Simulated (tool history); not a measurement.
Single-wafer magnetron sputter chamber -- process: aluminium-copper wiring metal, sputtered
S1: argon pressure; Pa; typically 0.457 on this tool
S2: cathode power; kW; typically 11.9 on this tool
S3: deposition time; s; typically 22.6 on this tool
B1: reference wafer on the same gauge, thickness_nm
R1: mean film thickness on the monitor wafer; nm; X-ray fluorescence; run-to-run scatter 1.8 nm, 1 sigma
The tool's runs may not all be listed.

run    hour     S1    S2    S3       B1       R1
  1       0  0.457  11.9  22.6  388.496  458.398
  2    91.1  0.457  11.9  22.6  389.605  460.053
  3     187  0.457  11.9  22.6  389.899  459.219
      281.7  -- sputter target and shields replaced
  4   282.2  0.457  11.9  22.6  391.212  462.683
  5   358.8  0.457  11.9  22.6  391.672   463.96
  6   466.6  0.457  11.9  22.6  392.423   465.87
  7   553.8  0.457  11.9  22.6  392.994  466.143
  8   595.8  0.457  11.9  22.6  393.865  464.045
      635.8  -- sputter target and shields replaced
      636.4  -- capacitance manometer re-zeroed and calibrated
  9   664.3  0.457  11.9  22.6  394.035  464.568
 10     744  0.457  11.9  22.6  394.799  469.389
 11   846.5  0.457  11.9  24.6  395.398  507.898
 12   944.2  0.457  11.9  22.6  396.313  470.583
 13  1033.4  0.457  11.9  22.6  396.999  468.721
     1062.7  -- sputter target and shields replaced
     1093.1  -- magnet pack replaced
 14  1093.6  0.512  13.1  18.4  397.997  411.593
 15  1158.7  0.457  11.9  22.6  398.048  468.814
 16  1195.8  0.551    11  22.6  399.189  418.446
     1266.5  -- gauge calibrated
 17  1301.4  0.457  9.95  22.6   383.74  378.069
 18  1402.4  0.383     9  22.6  385.055  358.153
     1413.7  -- sputter target and shields replaced
 19  1487.4  0.583  9.75  24.9  385.805  390.375
 20  1526.8  0.551    11  22.6  385.934  402.692
 21  1579.7  0.457  11.9  22.6  386.395  457.525
 22  1633.5  0.355  11.9  18.1  387.268  381.824
 23  1697.7  0.457  9.65  22.6  387.969  371.135
     1758.8  -- sputter target and shields replaced
 24  1759.5  0.457  13.9  22.6  388.099  533.513

Expected results for the next run?
 25  1822.3  0.457  14.25  24.8   ?   ?

{"run 25": {"B1": 388.988, "R1": 601.49}}
Without the tool's hidden state the same run would have given R1 595.98 nm.
